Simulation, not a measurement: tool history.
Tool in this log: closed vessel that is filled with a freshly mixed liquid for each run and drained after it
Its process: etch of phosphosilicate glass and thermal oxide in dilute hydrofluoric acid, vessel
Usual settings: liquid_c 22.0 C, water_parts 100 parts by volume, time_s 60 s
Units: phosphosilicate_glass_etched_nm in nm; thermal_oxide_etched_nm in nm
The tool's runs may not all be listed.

run,hour,liquid_c,water_parts,time_s,wafers since the last listed run,hours since the thermometer was replaced,hours since the hydrofluoric acid flow meter was replaced,hours since the gauge calibration,"read-back film thickness of the phosphosilicate glass reference wafer, read on the same gauge (nm)","read-back film thickness of the thermal oxide reference wafer, read on the same gauge (nm)",phosphosilicate_glass_etched_nm,thermal_oxide_etched_nm
1,0.0,22.0,100,60,0,1494.7,2062.2,127.5,30.00,90.021,111.83,2.675
2,11.7,22.0,100,60,942,1506.4,2073.9,139.2,30.02,89.985,111.39,2.730
3,18.9,22.0,100,60,580,1513.6,2081.1,146.4,29.99,90.034,111.69,2.723
4,31.0,24.0,100,85,974,1525.7,2093.2,158.5,30.01,89.983,170.98,4.116
5,42.4,24.0,100,85,918,1537.1,2104.6,169.9,29.99,90.012,172.64,4.115
6,60.2,22.0,100,60,1434,1554.9,2122.4,187.7,29.97,90.008,111.81,2.651
7,73.3,22.0,100,60,1055,1568.0,2135.5,200.8,29.99,90.032,112.17,2.650
8,81.4,22.0,100,60,652,1576.1,2143.6,208.9,30.01,90.027,112.88,2.649
# hour 94.7: hydrofluoric acid flow meter replaced
9,95.9,22.0,100,35,1087,1590.6,1.2,223.4,30.02,89.967,65.27,1.552
10,110.8,24.5,75,60,1200,1605.5,16.1,238.3,29.99,90.009,168.72,4.061
11,124.7,23.5,115,60,1119,1619.4,30.0,252.2,30.00,89.979,100.99,2.428
12,137.6,22.0,125,60,1039,1632.3,42.9,265.1,29.98,89.987,86.29,2.059
13,152.0,19.0,130,60,1160,1646.7,57.3,279.5,30.00,89.984,74.03,1.742
# hour 160.7: gauge calibrated
# hour 160.9: thermometer replaced
14,163.4,18.0,100,60,837,2.5,68.7,2.7,30.00,90.002,93.60,2.277
15,171.5,26.0,85,60,652,10.6,76.8,10.8,29.99,90.036,156.30,3.777
16,182.8,23.5,120,45,910,21.9,88.1,22.1,30.01,90.001,73.21,1.711
17,199.6,22.0,100,60,1353,38.7,104.9,38.9,30.00,89.975,111.64,2.724
18,228.8,22.0,60,30,2352,67.9,134.1,68.1,29.99,90.011,98.01,2.311
19,245.7,22.0,100,60,1361,84.8,151.0,85.0,30.00,90.018,112.11,2.636
20,254.6,22.0,145,85,717,93.7,159.9,93.9,30.00,89.984,103.86,2.474
21,262.9,19.0,100,60,668,102.0,168.2,102.2,30.02,90.008,98.48,2.373
22,270.7,26.5,135,80,628,109.8,176.0,110.0,29.99,90.033,126.91,2.997
23,286.2,20.0,140,45,1248,125.3,191.5,125.5,29.99,90.000,52.29,1.272
24,303.9,22.0,100,60,1426,143.0,209.2,143.2,29.98,89.969,110.58,2.690
25,311.4,22.0,120,60,604,150.5,216.7,150.7,29.99,89.970,90.14,2.160

Run 26, settings as shown, results not yet in. Your forecast:
26,320.4,22.0,60,85,725,159.5,225.7,159.7,?,?,?,?

read-back film thickness of the phosphosilicate glass reference wafer, read on the same gauge (nm): 29.99
read-back film thickness of the thermal oxide reference wafer, read on the same gauge (nm): 89.979
phosphosilicate_glass_etched_nm: 276.87 nm
thermal_oxide_etched_nm: 6.589 nm
On a tool with no hidden condition, and with the same random variation, this run would have come out at phosphosilicate_glass_etched_nm 276.87 nm, thermal_oxide_etched_nm 6.589 nm.
